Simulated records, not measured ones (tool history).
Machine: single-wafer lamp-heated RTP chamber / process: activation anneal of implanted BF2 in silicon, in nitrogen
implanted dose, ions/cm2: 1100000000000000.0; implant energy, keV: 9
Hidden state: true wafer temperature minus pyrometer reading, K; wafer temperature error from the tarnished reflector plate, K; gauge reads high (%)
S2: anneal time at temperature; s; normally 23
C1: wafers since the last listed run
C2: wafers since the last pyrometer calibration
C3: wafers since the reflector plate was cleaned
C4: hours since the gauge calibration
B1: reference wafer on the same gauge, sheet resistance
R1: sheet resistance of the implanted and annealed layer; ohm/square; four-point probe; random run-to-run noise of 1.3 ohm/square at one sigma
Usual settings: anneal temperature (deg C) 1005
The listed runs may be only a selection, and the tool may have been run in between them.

run 1 hour=0.0 | anneal_temperature_(deg_C)=1026 S2=23 | C1=0 C2=164 C3=4994 C4=52.0 | B1=238.76 | R1=186.63
run 2 hour=100.5 | anneal_temperature_(deg_C)=1026 S2=23 | C1=728 C2=893 C3=5722 C4=152.5 | B1=238.88 | R1=184.02
run 3 hour=157.5 | anneal_temperature_(deg_C)=1016 S2=23 | C1=413 C2=1306 C3=6136 C4=209.5 | B1=238.73 | R1=195.11
run 4 hour=236.2 | anneal_temperature_(deg_C)=1016 S2=23 | C1=570 C2=1877 C3=6706 C4=288.2 | B1=239.12 | R1=192.68
run 5 hour=298.0 | anneal_temperature_(deg_C)=1016 S2=23 | C1=448 C2=2325 C3=7154 C4=350.0 | B1=239.16 | R1=192.34
-- hour=375.7 pyrometer window cleaned and pyrometer calibrated
run 6 hour=376.2 | anneal_temperature_(deg_C)=1028 S2=23 | C1=509 C2=3 C3=7664 C4=428.2 | B1=238.76 | R1=185.92
run 7 hour=474.3 | anneal_temperature_(deg_C)=1028 S2=23 | C1=711 C2=714 C3=8375 C4=526.3 | B1=238.81 | R1=181.29
run 8 hour=534.0 | anneal_temperature_(deg_C)=1005 S2=23 | C1=432 C2=1147 C3=8808 C4=586.0 | B1=238.98 | R1=213.49
run 9 hour=629.2 | anneal_temperature_(deg_C)=1005 S2=23 | C1=690 C2=1837 C3=9498 C4=681.2 | B1=239.01 | R1=211.16
run 10 hour=716.7 | anneal_temperature_(deg_C)=986 S2=23 | C1=634 C2=2472 C3=10133 C4=768.7 | B1=239.20 | R1=257.93
-- hour=730.6 pyrometer window cleaned and pyrometer calibrated
run 11 hour=813.9 | anneal_temperature_(deg_C)=1005 S2=23 | C1=646 C2=604 C3=10779 C4=865.9 | B1=239.25 | R1=216.97
run 12 hour=880.0 | anneal_temperature_(deg_C)=1005 S2=23 | C1=479 C2=1083 C3=11259 C4=932.0 | B1=238.68 | R1=212.11
run 13 hour=965.7 | anneal_temperature_(deg_C)=1022 S2=23 | C1=621 C2=1705 C3=11880 C4=1017.7 | B1=239.23 | R1=184.99
-- hour=1022.5 gauge calibrated
-- hour=1049.8 reflector plate cleaned
run 14 hour=1050.3 | anneal_temperature_(deg_C)=1032 S2=23 | C1=555 C2=2260 C3=3 C4=27.8 | B1=238.98 | R1=174.16
-- hour=1073.5 pyrometer window cleaned and pyrometer calibrated
run 15 hour=1116.4 | anneal_temperature_(deg_C)=1029 S2=23 | C1=421 C2=310 C3=424 C4=93.9 | B1=238.81 | R1=182.74
run 16 hour=1153.9 | anneal_temperature_(deg_C)=994 S2=11 | C1=271 C2=582 C3=696 C4=131.4 | B1=238.90 | R1=290.98
run 17 hour=1248.2 | anneal_temperature_(deg_C)=1013 S2=14 | C1=683 C2=1266 C3=1380 C4=225.7 | B1=239.11 | R1=225.20
run 18 hour=1290.8 | anneal_temperature_(deg_C)=977 S2=16 | C1=308 C2=1575 C3=1689 C4=268.3 | B1=238.61 | R1=307.47
run 19 hour=1329.3 | anneal_temperature_(deg_C)=1005 S2=23 | C1=279 C2=1854 C3=1968 C4=306.8 | B1=239.33 | R1=210.49
run 20 hour=1393.9 | anneal_temperature_(deg_C)=1005 S2=23 | C1=468 C2=2323 C3=2437 C4=371.4 | B1=239.10 | R1=210.42
-- hour=1462.7 pyrometer window cleaned and pyrometer calibrated
run 21 hour=1468.8 | anneal_temperature_(deg_C)=977 S2=16 | C1=485 C2=43 C3=2922 C4=446.3 | B1=238.79 | R1=328.23
run 22 hour=1546.9 | anneal_temperature_(deg_C)=1005 S2=23 | C1=566 C2=610 C3=3488 C4=524.4 | B1=239.27 | R1=218.23
run 23 hour=1618.0 | anneal_temperature_(deg_C)=989 S2=11 | C1=515 C2=1125 C3=4004 C4=595.5 | B1=239.15 | R1=303.10
run 24 hour=1682.9 | anneal_temperature_(deg_C)=1015 S2=36 | C1=470 C2=1596 C3=4474 C4=660.4 | B1=239.41 | R1=176.35
run 25 hour=1785.9 | anneal_temperature_(deg_C)=981 S2=23 | C1=746 C2=2343 C3=5221 C4=763.4 | B1=239.01 | R1=272.28
run 26 hour=1843.4 | anneal_temperature_(deg_C)=1005 S2=23 | C1=416 C2=2760 C3=5638 C4=820.9 | B1=239.47 | R1=211.68
-- hour=1870.6 pyrometer window cleaned and pyrometer calibrated
run 27 hour=1919.9 | anneal_temperature_(deg_C)=982 S2=13 | C1=496 C2=357 C3=6135 C4=897.4 | B1=238.86 | R1=314.39

Predict each of these 3 candidate next runs independently; none follows another, all start after run 27:
run A hour=1920.3 | anneal_temperature_(deg_C)=1033 S2=23 | C1=2 C2=360 C3=6138 C4=897.8 | B1=? | R1=?
run B hour=1920.3 | anneal_temperature_(deg_C)=1022 S2=17 | C1=2 C2=360 C3=6138 C4=897.8 | B1=? | R1=?
run C hour=1920.3 | anneal_temperature_(deg_C)=984 S2=23 | C1=2 C2=360 C3=6138 C4=897.8 | B1=? | R1=?

run=A B1=239.10 R1=175.39
run=B B1=239.10 R1=201.74
run=C B1=239.10 R1=269.90
Take away the tool's hidden state, keep each run's random variation, and the runs would have read:
run=A R1=178.90
run=B R1=207.91
run=C R1=280.50
